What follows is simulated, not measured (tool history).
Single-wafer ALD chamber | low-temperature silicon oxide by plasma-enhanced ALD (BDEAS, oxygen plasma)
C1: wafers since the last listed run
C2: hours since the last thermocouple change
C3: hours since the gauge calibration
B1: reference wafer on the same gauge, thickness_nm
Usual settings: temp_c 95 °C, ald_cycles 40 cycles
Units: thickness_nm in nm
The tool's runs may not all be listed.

{"run": 1, "day": 0.0, "temp_c": 89, "ald_cycles": 40, "C1": 0, "C2": 1159.8, "C3": 550, "B1": 6.623, "thickness_nm": 5.874}
{"run": 2, "day": 3.638, "temp_c": 95, "ald_cycles": 40, "C1": 442, "C2": 1247.1, "C3": 637.3, "B1": 6.621, "thickness_nm": 5.787}
{"run": 3, "day": 14.862, "temp_c": 101, "ald_cycles": 42, "C1": 1364, "C2": 1516.5, "C3": 906.7, "B1": 6.623, "thickness_nm": 5.918}
{"run": 4, "day": 16.775, "temp_c": 101, "ald_cycles": 42, "C1": 232, "C2": 1562.4, "C3": 952.6, "B1": 6.619, "thickness_nm": 5.945}
{"run": 5, "day": 21.029, "temp_c": 101, "ald_cycles": 42, "C1": 517, "C2": 1664.5, "C3": 1054.7, "B1": 6.625, "thickness_nm": 5.915}
{"run": 6, "day": 22.996, "temp_c": 95, "ald_cycles": 40, "C1": 239, "C2": 1711.7, "C3": 1101.9, "B1": 6.616, "thickness_nm": 5.758}
{"run": 7, "day": 26.871, "temp_c": 95, "ald_cycles": 40, "C1": 471, "C2": 1804.7, "C3": 1194.9, "B1": 6.621, "thickness_nm": 5.782}
{"run": 8, "day": 29.808, "temp_c": 95, "ald_cycles": 40, "C1": 357, "C2": 1875.2, "C3": 1265.4, "B1": 6.619, "thickness_nm": 5.761}
{"run": 9, "day": 31.333, "temp_c": 95, "ald_cycles": 40, "C1": 185, "C2": 1911.8, "C3": 1302, "B1": 6.62, "thickness_nm": 5.773}
{"day": 35.317, "done": "thermocouple changed; heater temperature recalibrated"}
{"run": 10, "day": 35.338, "temp_c": 95, "ald_cycles": 40, "C1": 446, "C2": 0.5, "C3": 1398.1, "B1": 6.617, "thickness_nm": 5.568}
{"run": 11, "day": 38.7, "temp_c": 101, "ald_cycles": 42, "C1": 408, "C2": 81.2, "C3": 1478.8, "B1": 6.624, "thickness_nm": 5.795}
{"day": 41.475, "done": "gauge calibrated"}
{"run": 12, "day": 47.254, "temp_c": 95, "ald_cycles": 35, "C1": 1039, "C2": 286.5, "C3": 138.7, "B1": 6.623, "thickness_nm": 4.888}
{"day": 48.175, "done": "thermocouple changed; heater temperature recalibrated, repeated, since the last time left the tool worse"}
{"run": 13, "day": 49.279, "temp_c": 95, "ald_cycles": 37, "C1": 205, "C2": 26.5, "C3": 187.3, "B1": 6.62, "thickness_nm": 5.265}
{"run": 14, "day": 53.442, "temp_c": 105, "ald_cycles": 35, "C1": 506, "C2": 126.4, "C3": 287.2, "B1": 6.618, "thickness_nm": 4.87}
{"run": 15, "day": 56.05, "temp_c": 95, "ald_cycles": 40, "C1": 317, "C2": 189, "C3": 349.8, "B1": 6.615, "thickness_nm": 5.705}
{"run": 16, "day": 58.929, "temp_c": 95, "ald_cycles": 47, "C1": 349, "C2": 258.1, "C3": 418.9, "B1": 6.618, "thickness_nm": 6.772}
{"run": 17, "day": 63.008, "temp_c": 89, "ald_cycles": 37, "C1": 495, "C2": 356, "C3": 516.8, "B1": 6.624, "thickness_nm": 5.382}
{"run": 18, "day": 65.867, "temp_c": 101, "ald_cycles": 40, "C1": 347, "C2": 424.6, "C3": 585.4, "B1": 6.619, "thickness_nm": 5.615}
{"run": 19, "day": 67.388, "temp_c": 101, "ald_cycles": 47, "C1": 184, "C2": 461.1, "C3": 621.9, "B1": 6.624, "thickness_nm": 6.651}
{"run": 20, "day": 70.133, "temp_c": 81, "ald_cycles": 40, "C1": 333, "C2": 527, "C3": 687.8, "B1": 6.623, "thickness_nm": 5.997}
{"run": 21, "day": 73.75, "temp_c": 109, "ald_cycles": 38, "C1": 439, "C2": 613.8, "C3": 774.6, "B1": 6.618, "thickness_nm": 5.25}

Some steps in thickness_nm between neighbouring runs. How much of each would the tool show without its hidden state too (settings, what came in, random variation), and how much is left for the hidden state, with any gauge scatter that isn't in both results?
The hidden state here: wafer temperature above the value expected at the setpoint (K); gauge reads high (%).
Run 9 -> 10: thermocouple changed; heater temperature recalibrated. thickness_nm -0.205 nm: hidden state -0.211, all else +0.006.
Run 12 -> 13: ald_cycles 35 -> 37, thermocouple changed; heater temperature recalibrated, repeated, since the last time left the tool worse. thickness_nm +0.377 nm: hidden state +0.114, all else +0.263.
Run 15 -> 16: ald_cycles 40 -> 47. thickness_nm +1.067 nm: hidden state +0.012, all else +1.055.
Run 16 -> 17: temp_c 95 -> 89, ald_cycles 47 -> 37. thickness_nm -1.39 nm: hidden state -0.002, all else -1.388.
